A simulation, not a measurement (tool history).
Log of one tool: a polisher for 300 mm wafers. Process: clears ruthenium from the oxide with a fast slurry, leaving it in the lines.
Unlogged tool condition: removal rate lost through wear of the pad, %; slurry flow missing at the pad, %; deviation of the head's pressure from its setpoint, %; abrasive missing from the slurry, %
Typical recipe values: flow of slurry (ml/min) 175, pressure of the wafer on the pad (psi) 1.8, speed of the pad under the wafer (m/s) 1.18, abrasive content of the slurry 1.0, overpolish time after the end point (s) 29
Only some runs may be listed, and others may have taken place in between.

run   hour  flow of slurry (ml/min)  pressure of the wafer on the pad (psi)  speed of the pad under the wafer (m/s)  abrasive content of the slurry  overpolish time after the end point (s)  wafers since the last listed run  wafers polished on this pad  hours since the slurry nozzle was cleaned  hours since the head pressure was calibrated  hours since the slurry blender was calibrated  incoming thickness of the incoming film, nm  time until the end point was called (s)  dishing of a wide line in a test structure (Å)
  1    0.0                      175                                     1.8                                    1.18                             1.0                                       21                                 0                          925                                      435.1                                         596.4                                          220.5                                        203.0                                     58.8                                             445
  2   17.5                      175                                     1.8                                    1.18                             1.0                                       21                               166                         1092                                      452.6                                         613.9                                          238.0                                        199.8                                     58.7                                             462
      33.4  -- worn pad replaced by a new one
  3   35.3                      175                                     1.8                                    1.18                             1.1                                       29                               131                           18                                      470.4                                         631.7                                          255.8                                        199.1                                     55.5                                             606
  4   43.5                      175                                     2.3                                    1.18                             1.0                                       29                                78                           96                                      478.6                                         639.9                                          264.0                                        198.2                                     46.1                                             667
  5   80.4                      175                                     2.3                                    1.18                             1.0                                       29                               351                          447                                      515.5                                         676.8                                          300.9                                        200.0                                     47.7                                             656
  6   89.4                      175                                     2.3                                    1.18                             1.0                                       29                                85                          533                                      524.5                                         685.8                                          309.9                                        198.4                                     47.1                                             645
  7  105.6                      175                                     1.8                                    1.18                             1.0                                       29                               154                          687                                      540.7                                         702.0                                          326.1                                        198.4                                     62.6                                             550
  8  115.2                      175                                     2.2                                    1.18                             1.0                                       35                                91                          778                                      550.3                                         711.6                                          335.7                                        202.8                                     52.8                                             697
  9  124.8                      175                                     2.2                                    1.18                             1.0                                       35                                91                          870                                      559.9                                         721.2                                          345.3                                        203.7                                     52.8                                             695
     130.8  -- slurry nozzle cleaned
 10  134.0                      175                                     1.8                                    1.18                             1.2                                       29                                78                          948                                        3.2                                         730.4                                          354.5                                        199.4                                     49.1                                             637
 11  148.2                      175                                     1.8                                    1.18                             1.2                                       29                               135                         1083                                       17.4                                         744.6                                          368.7                                        199.2                                     49.4                                             671
     151.5  -- head pressure recalibrated
 12  163.2                      175                                     1.8                                    1.18                             1.2                                       29                               123                         1207                                       32.4                                          11.7                                          383.7                                        200.7                                     49.5                                             638
     169.3  -- worn pad replaced by a new one, of another model than before
 13  179.5                      130                                     2.0                                    1.18                             1.0                                       29                               117                           96                                       48.7                                          28.0                                          400.0                                        201.3                                     53.4                                             616
 14  194.8                      175                                     1.5                                    1.18                             1.0                                       29                               145                          242                                       64.0                                          43.3                                          415.3                                        199.5                                     62.6                                             553
 15  212.3                      175                                     1.8                                    1.18                             1.0                                       29                               166                          409                                       81.5                                          60.8                                          432.8                                        195.8                                     52.7                                             601
 16  224.0                      130                                     2.2                                    1.18                             0.8                                       12                               111                          520                                       93.2                                          72.5                                          444.5                                        198.2                                     57.1                                             303
 17  239.9                      205                                     1.8                                    1.18                             1.2                                       29                               151                          671                                      109.1                                          88.4                                          460.4                                        198.9                                     48.1                                             660
 18  245.9                      175                                     1.8                                    1.18                             1.0                                       21                                57                          728                                      115.1                                          94.4                                          466.4                                        198.7                                     53.9                                             482
 19  262.3                      175                                     1.8                                    1.18                             1.0                                       29                               156                          885                                      131.5                                         110.8                                          482.8                                        201.9                                     55.0                                             597
 20  277.7                      175                                     2.1                                    1.18                             1.0                                       29                               146                         1031                                      146.9                                         126.2                                          498.2                                        199.1                                     48.5                                             640
     280.6  -- slurry blender recalibrated
 21  285.1                      175                                     2.0                                    1.46                             0.9                                       29                                51                         1083                                      154.3                                         133.6                                            4.5                                        200.6                                     47.5                                             671

Run 22 has not been measured yet. What should we expect?
     301.7  -- worn pad replaced by a new one
 22  302.2                      175                                     2.4                                    1.18                             1.0                                       29                               124                            4                                      171.4                                         150.7                                           21.6                                        201.2                                        ?                                               ?

time until the end point was called (s): 44.5
dishing of a wide line in a test structure (Å): 684
Take away the tool's hidden state, keep the run-to-run variation as it was, and the same run would have given time until the end point was called (s) 44.0, dishing of a wide line in a test structure (Å) 689.

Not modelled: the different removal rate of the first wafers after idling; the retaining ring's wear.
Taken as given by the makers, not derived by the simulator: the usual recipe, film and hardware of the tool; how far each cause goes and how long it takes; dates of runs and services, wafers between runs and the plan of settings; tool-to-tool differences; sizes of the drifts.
